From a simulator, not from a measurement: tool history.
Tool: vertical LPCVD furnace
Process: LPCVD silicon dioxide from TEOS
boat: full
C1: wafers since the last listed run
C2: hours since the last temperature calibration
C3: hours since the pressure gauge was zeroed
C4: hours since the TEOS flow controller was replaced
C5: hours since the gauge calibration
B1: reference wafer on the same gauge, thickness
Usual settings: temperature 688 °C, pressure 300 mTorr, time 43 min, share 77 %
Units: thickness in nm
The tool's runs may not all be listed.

run 1 hour=0 | temperature=688 pressure=300 time=43 share=65 | C1=0 C2=2302.5 C3=3675.6 C4=3941.7 C5=587.7 | B1=214.01 | thickness=231.75
run 2 hour=90.9 | temperature=688 pressure=330 time=43 share=77 | C1=1681 C2=2393.4 C3=3766.5 C4=4032.6 C5=678.6 | B1=213.92 | thickness=269.23
run 3 hour=153.6 | temperature=688 pressure=300 time=43 share=77 | C1=1159 C2=2456.1 C3=3829.2 C4=4095.3 C5=741.3 | B1=213.86 | thickness=257.31
run 4 hour=205 | temperature=688 pressure=300 time=51 share=77 | C1=950 C2=2507.5 C3=3880.6 C4=4146.7 C5=792.7 | B1=213.75 | thickness=306.59
run 5 hour=301.4 | temperature=688 pressure=300 time=51 share=77 | C1=1782 C2=2603.9 C3=3977 C4=4243.1 C5=889.1 | B1=213.71 | thickness=305.58
-- hour=413 thermocouples replaced and temperature profile calibrated
run 6 hour=413.5 | temperature=688 pressure=300 time=43 share=67 | C1=1629 C2=0.5 C3=4089.1 C4=4355.2 C5=1001.2 | B1=213.94 | thickness=256.48
-- hour=460.5 gauge calibrated
-- hour=485.4 pressure gauge zeroed
run 7 hour=485.9 | temperature=688 pressure=350 time=55 share=77 | C1=895 C2=72.9 C3=0.5 C4=4427.6 C5=25.4 | B1=213.79 | thickness=377.48
run 8 hour=526.6 | temperature=688 pressure=350 time=55 share=77 | C1=752 C2=113.6 C3=41.2 C4=4468.3 C5=66.1 | B1=213.8 | thickness=380.44
run 9 hour=567.1 | temperature=688 pressure=300 time=43 share=77 | C1=749 C2=154.1 C3=81.7 C4=4508.8 C5=106.6 | B1=214.28 | thickness=275.98
run 10 hour=615 | temperature=688 pressure=270 time=26.5 share=77 | C1=885 C2=202 C3=129.6 C4=4556.7 C5=154.5 | B1=213.85 | thickness=161.4
-- hour=695.9 thermocouples replaced and temperature profile calibrated, repeated, since the last time left the tool worse
run 11 hour=697.1 | temperature=688 pressure=300 time=43 share=77 | C1=1074 C2=1.2 C3=211.7 C4=4638.8 C5=236.6 | B1=213.82 | thickness=242.13
run 12 hour=775.1 | temperature=688 pressure=300 time=56.5 share=66 | C1=1442 C2=79.2 C3=289.7 C4=4716.8 C5=314.6 | B1=213.91 | thickness=297.82
-- hour=846.7 TEOS flow controller replaced
run 13 hour=872 | temperature=688 pressure=300 time=38 share=86 | C1=1348 C2=176.1 C3=386.6 C4=25.3 C5=411.5 | B1=214.07 | thickness=227.29
run 14 hour=951.8 | temperature=688 pressure=300 time=27.5 share=64 | C1=1475 C2=255.9 C3=466.4 C4=105.1 C5=491.3 | B1=213.99 | thickness=142.28
run 15 hour=1110 | temperature=676 pressure=320 time=49 share=89 | C1=2925 C2=414.1 C3=624.6 C4=263.3 C5=649.5 | B1=214.17 | thickness=230.71
run 16 hour=1195.3 | temperature=695 pressure=275 time=43 share=85 | C1=1577 C2=499.4 C3=709.9 C4=348.6 C5=734.8 | B1=214.29 | thickness=288.89

Hidden state or all else? Some run-to-run changes of thickness, split into what the settings, what came in and random variation would give without the hidden state, and what is left for the hidden state (with any gauge scatter that isn't in both results):
The hidden state here: true tube temperature minus thermocouple reading, K; true pressure minus gauge reading, mTorr; deviation of the TEOS flow from its setpoint, %; gauge reads high (%).
Run 6 -> 7: pressure 300 -> 350, time 43 -> 55, share 67 -> 77, gauge calibrated, pressure gauge zeroed. thickness +121 nm: hidden state +14, all else +107.
Run 10 -> 11: pressure 270 -> 300, time 26.5 -> 43, thermocouples replaced and temperature profile calibrated, repeated, since the last time left the tool worse. thickness +80.73 nm: hidden state -17.89, all else +98.62.
